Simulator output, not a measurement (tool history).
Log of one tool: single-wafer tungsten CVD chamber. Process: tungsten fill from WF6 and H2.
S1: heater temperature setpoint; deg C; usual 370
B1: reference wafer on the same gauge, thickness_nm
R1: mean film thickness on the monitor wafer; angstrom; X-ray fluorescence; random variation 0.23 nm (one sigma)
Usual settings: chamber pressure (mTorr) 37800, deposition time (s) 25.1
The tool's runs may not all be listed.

run 1 hour=0 | S1=370 chamber_pressure_(mTorr)=37800 deposition_time_(s)=25.1 | B1=50.742 | R1=423.95
run 2 hour=22.9 | S1=370 chamber_pressure_(mTorr)=37800 deposition_time_(s)=25.1 | B1=50.673 | R1=431.31
run 3 hour=53.7 | S1=364 chamber_pressure_(mTorr)=37800 deposition_time_(s)=23.7 | B1=50.644 | R1=348.7
run 4 hour=69.5 | S1=370 chamber_pressure_(mTorr)=37800 deposition_time_(s)=21.8 | B1=50.609 | R1=369.07
run 5 hour=100.1 | S1=370 chamber_pressure_(mTorr)=37800 deposition_time_(s)=25.1 | B1=50.575 | R1=426.75
run 6 hour=114.6 | S1=370 chamber_pressure_(mTorr)=41600 deposition_time_(s)=25.1 | B1=50.673 | R1=454.68
run 7 hour=148.8 | S1=370 chamber_pressure_(mTorr)=37800 deposition_time_(s)=27.2 | B1=50.566 | R1=463.5
run 8 hour=180.9 | S1=370 chamber_pressure_(mTorr)=37800 deposition_time_(s)=27.2 | B1=50.686 | R1=462.98
run 9 hour=204.8 | S1=370 chamber_pressure_(mTorr)=37800 deposition_time_(s)=21.6 | B1=50.706 | R1=364.14
run 10 hour=233.5 | S1=370 chamber_pressure_(mTorr)=37800 deposition_time_(s)=25.1 | B1=50.673 | R1=428.69
run 11 hour=256.9 | S1=370 chamber_pressure_(mTorr)=37800 deposition_time_(s)=25.1 | B1=50.662 | R1=423.77
run 12 hour=272.6 | S1=370 chamber_pressure_(mTorr)=37800 deposition_time_(s)=25.1 | B1=50.649 | R1=424.25
-- hour=302.5 showerhead replaced
run 13 hour=305 | S1=370 chamber_pressure_(mTorr)=28700 deposition_time_(s)=29.5 | B1=50.626 | R1=414.91
run 14 hour=325.5 | S1=370 chamber_pressure_(mTorr)=33700 deposition_time_(s)=28.7 | B1=50.742 | R1=445.5
run 15 hour=373.2 | S1=370 chamber_pressure_(mTorr)=37800 deposition_time_(s)=25.1 | B1=50.715 | R1=424.64
-- hour=402 gauge calibrated
run 16 hour=409.1 | S1=356 chamber_pressure_(mTorr)=35000 deposition_time_(s)=22.7 | B1=50.667 | R1=255.73
run 17 hour=428.8 | S1=370 chamber_pressure_(mTorr)=37800 deposition_time_(s)=25.1 | B1=50.768 | R1=422.96
run 18 hour=440.9 | S1=370 chamber_pressure_(mTorr)=44600 deposition_time_(s)=21.2 | B1=50.591 | R1=391.8
-- hour=449.5 thermocouple changed; heater temperature recalibrated
run 19 hour=466.2 | S1=375 chamber_pressure_(mTorr)=37800 deposition_time_(s)=21.2 | B1=50.703 | R1=442.6
run 20 hour=496.3 | S1=370 chamber_pressure_(mTorr)=28700 deposition_time_(s)=29.5 | B1=50.796 | R1=450.55
run 21 hour=521 | S1=370 chamber_pressure_(mTorr)=28400 deposition_time_(s)=25.1 | B1=50.648 | R1=382.01
-- hour=551.6 capacitance manometer re-zeroed and calibrated
run 22 hour=552.1 | S1=366 chamber_pressure_(mTorr)=37800 deposition_time_(s)=21.9 | B1=50.724 | R1=345.59
run 23 hour=581.8 | S1=378 chamber_pressure_(mTorr)=46100 deposition_time_(s)=29.2 | B1=50.787 | R1=698.94
run 24 hour=614.1 | S1=378 chamber_pressure_(mTorr)=37800 deposition_time_(s)=25.1 | B1=50.71 | R1=527.2
run 25 hour=694.7 | S1=370 chamber_pressure_(mTorr)=37800 deposition_time_(s)=25.1 | B1=50.709 | R1=432.6
run 26 hour=730.2 | S1=375 chamber_pressure_(mTorr)=37800 deposition_time_(s)=21.2 | B1=50.751 | R1=413.48
run 27 hour=759.9 | S1=370 chamber_pressure_(mTorr)=37800 deposition_time_(s)=25.1 | B1=50.688 | R1=433.01
run 28 hour=784.3 | S1=359 chamber_pressure_(mTorr)=43000 deposition_time_(s)=27.8 | B1=50.732 | R1=397.37
run 29 hour=810.3 | S1=370 chamber_pressure_(mTorr)=46300 deposition_time_(s)=25.1 | B1=50.662 | R1=496.46
run 30 hour=838.8 | S1=380 chamber_pressure_(mTorr)=46700 deposition_time_(s)=25.1 | B1=50.734 | R1=628.63
run 31 hour=862.5 | S1=370 chamber_pressure_(mTorr)=37800 deposition_time_(s)=25.1 | B1=50.71 | R1=431.06
run 32 hour=884.8 | S1=359 chamber_pressure_(mTorr)=31800 deposition_time_(s)=20.1 | B1=50.733 | R1=236.88
run 33 hour=907.1 | S1=370 chamber_pressure_(mTorr)=37800 deposition_time_(s)=25.1 | B1=50.709 | R1=435.48

Some steps in R1 between neighbouring runs. How much of each would the tool show without its hidden state too (settings, what came in, random variation), and how much is left for the hidden state, with any gauge scatter that isn't in both results?
The hidden state here: wafer temperature above the value expected at the setpoint (K); true pressure above the setpoint (%); gauge reads high (%).
Run 16 -> 17: S1 356 -> 370, chamber pressure (mTorr) 35000 -> 37800, deposition time (s) 22.7 -> 25.1. R1 +167.23 angstrom: hidden state -6.81, all else +174.04.
Run 18 -> 19: S1 370 -> 375, chamber pressure (mTorr) 44600 -> 37800, thermocouple changed; heater temperature recalibrated. R1 +50.8 angstrom: hidden state +39.46, all else +11.34.
Run 21 -> 22: S1 370 -> 366, chamber pressure (mTorr) 28400 -> 37800, deposition time (s) 25.1 -> 21.9, capacitance manometer re-zeroed and calibrated. R1 -36.42 angstrom: hidden state -23.49, all else -12.93.
Run 22 -> 23: S1 366 -> 378, chamber pressure (mTorr) 37800 -> 46100, deposition time (s) 21.9 -> 29.2. R1 +353.35 angstrom: hidden state -4.36, all else +357.71.
Run 30 -> 31: S1 380 -> 370, chamber pressure (mTorr) 46700 -> 37800. R1 -197.57 angstrom: hidden state +2.26, all else -199.83.
Run 32 -> 33: S1 359 -> 370, chamber pressure (mTorr) 31800 -> 37800, deposition time (s) 20.1 -> 25.1. R1 +198.6 angstrom: hidden state -2.87, all else +201.47.

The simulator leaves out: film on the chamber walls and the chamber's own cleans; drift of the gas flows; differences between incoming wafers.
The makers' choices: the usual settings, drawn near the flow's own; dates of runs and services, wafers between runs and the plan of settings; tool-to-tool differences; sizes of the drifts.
